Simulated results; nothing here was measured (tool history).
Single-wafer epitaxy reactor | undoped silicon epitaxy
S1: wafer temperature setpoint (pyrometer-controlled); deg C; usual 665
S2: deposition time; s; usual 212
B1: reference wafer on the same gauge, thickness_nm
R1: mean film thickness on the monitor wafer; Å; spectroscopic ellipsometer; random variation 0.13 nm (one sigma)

run,hour,S1,S2,B1,R1
1,0.0,654,212,59.392,339.33
2,11.9,654,212,59.385,338.27
# hour 12.8: gauge calibrated
3,24.9,669,228,59.393,523.73
4,37.0,669,228,59.382,521.71
5,48.9,669,228,59.384,522.58
6,66.2,665,212,59.405,442.21
7,78.2,665,212,59.406,440.77
8,90.7,665,241,59.392,499.31
9,102.6,665,241,59.419,501.21
# hour 121.5: pyrometer calibrated
10,122.0,674,212,59.409,614.61
11,122.3,680,240,59.372,795.80
12,168.0,673,171,59.412,482.39
13,185.9,654,170,59.383,303.02
# hour 192.2: gauge calibrated
14,229.9,669,230,59.396,591.32
15,243.6,665,212,59.400,492.29
16,253.3,665,176,59.424,408.96
17,263.7,665,212,59.371,495.15
18,281.0,653,245,59.407,427.36
19,296.1,671,238,59.420,640.96
20,306.2,671,195,59.442,523.97

Forecast each of these 3 alternatives for the next run:
A,306.7,673,212,?,?
B,306.7,679,170,?,?
C,306.7,672,189,?,?

run,B1,R1
A,59.402,598.90
B,59.402,552.76
C,59.402,521.45
Without the tool's hidden state the same runs would have given:
run,R1
A,603.09
B,556.58
C,525.11
